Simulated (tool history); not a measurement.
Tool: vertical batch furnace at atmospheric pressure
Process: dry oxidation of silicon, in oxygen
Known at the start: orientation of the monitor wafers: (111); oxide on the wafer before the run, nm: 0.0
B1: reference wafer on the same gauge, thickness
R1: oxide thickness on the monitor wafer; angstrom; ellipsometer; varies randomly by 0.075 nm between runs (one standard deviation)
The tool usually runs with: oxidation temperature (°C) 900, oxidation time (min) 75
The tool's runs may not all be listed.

run 1 hour=0 | oxidation_temperature_(°C)=900 oxidation_time_(min)=75 | B1=33.59 | R1=314.5
run 2 hour=33 | oxidation_temperature_(°C)=900 oxidation_time_(min)=75 | B1=33.6 | R1=315.8
run 3 hour=52.3 | oxidation_temperature_(°C)=900 oxidation_time_(min)=99 | B1=33.6 | R1=381.6
run 4 hour=75.9 | oxidation_temperature_(°C)=900 oxidation_time_(min)=75 | B1=33.59 | R1=314.7
run 5 hour=108.1 | oxidation_temperature_(°C)=900 oxidation_time_(min)=75 | B1=33.59 | R1=315.8
run 6 hour=136.7 | oxidation_temperature_(°C)=900 oxidation_time_(min)=75 | B1=33.6 | R1=315.3
run 7 hour=149.5 | oxidation_temperature_(°C)=900 oxidation_time_(min)=75 | B1=33.61 | R1=316.2
run 8 hour=182 | oxidation_temperature_(°C)=900 oxidation_time_(min)=75 | B1=33.6 | R1=315.4
run 9 hour=203.7 | oxidation_temperature_(°C)=900 oxidation_time_(min)=75 | B1=33.58 | R1=316.6
-- hour=250.8 thermocouples replaced and temperature profile calibrated
run 10 hour=251.3 | oxidation_temperature_(°C)=900 oxidation_time_(min)=75 | B1=33.62 | R1=315.3
run 11 hour=255.5 | oxidation_temperature_(°C)=900 oxidation_time_(min)=75 | B1=33.58 | R1=314.6
run 12 hour=261.6 | oxidation_temperature_(°C)=900 oxidation_time_(min)=75 | B1=33.59 | R1=313.8
-- hour=262.5 gauge calibrated
run 13 hour=286.2 | oxidation_temperature_(°C)=900 oxidation_time_(min)=54 | B1=33.61 | R1=250.9
run 14 hour=312.4 | oxidation_temperature_(°C)=900 oxidation_time_(min)=75 | B1=33.6 | R1=314.2
run 15 hour=420.2 | oxidation_temperature_(°C)=912 oxidation_time_(min)=94 | B1=33.61 | R1=414.2
run 16 hour=446.2 | oxidation_temperature_(°C)=900 oxidation_time_(min)=75 | B1=33.6 | R1=314.5
-- hour=476 boat lift adjusted
run 17 hour=476.5 | oxidation_temperature_(°C)=916 oxidation_time_(min)=85 | B1=33.58 | R1=415.4
run 18 hour=488 | oxidation_temperature_(°C)=917 oxidation_time_(min)=75 | B1=33.61 | R1=385.4
run 19 hour=518.4 | oxidation_temperature_(°C)=884 oxidation_time_(min)=39.5 | B1=33.59 | R1=175.6
run 20 hour=550.5 | oxidation_temperature_(°C)=909 oxidation_time_(min)=53 | B1=33.62 | R1=278.9
run 21 hour=569.1 | oxidation_temperature_(°C)=900 oxidation_time_(min)=75 | B1=33.6 | R1=322.8
run 22 hour=604.6 | oxidation_temperature_(°C)=900 oxidation_time_(min)=110.5 | B1=33.58 | R1=422.8
run 23 hour=630.5 | oxidation_temperature_(°C)=900 oxidation_time_(min)=75 | B1=33.59 | R1=324.2
run 24 hour=653.9 | oxidation_temperature_(°C)=909 oxidation_time_(min)=58 | B1=33.6 | R1=297.5
run 25 hour=679.4 | oxidation_temperature_(°C)=908 oxidation_time_(min)=112.5 | B1=33.59 | R1=466.1
run 26 hour=701.7 | oxidation_temperature_(°C)=900 oxidation_time_(min)=49 | B1=33.6 | R1=241
run 27 hour=714.8 | oxidation_temperature_(°C)=900 oxidation_time_(min)=75 | B1=33.6 | R1=324.9
run 28 hour=732.3 | oxidation_temperature_(°C)=900 oxidation_time_(min)=89.5 | B1=33.62 | R1=366

Consider 4 possible next runs. They are alternatives, not a sequence: every one starts from the tool as it was left by run 28. What does each give?
run A hour=736.6 | oxidation_temperature_(°C)=918 oxidation_time_(min)=75 | B1=? | R1=?
run B hour=736.6 | oxidation_temperature_(°C)=900 oxidation_time_(min)=102 | B1=? | R1=?
run C hour=736.6 | oxidation_temperature_(°C)=915 oxidation_time_(min)=49.5 | B1=? | R1=?
run D hour=736.6 | oxidation_temperature_(°C)=880 oxidation_time_(min)=59 | B1=? | R1=?

run=A B1=33.61 R1=388
run=B B1=33.61 R1=400.7
run=C B1=33.61 R1=282.4
run=D B1=33.61 R1=222.5
Take away the tool's hidden state, keep each run's random variation, and the runs would have read:
run=A R1=390.6
run=B R1=403.5
run=C R1=284.4
run=D R1=224.1
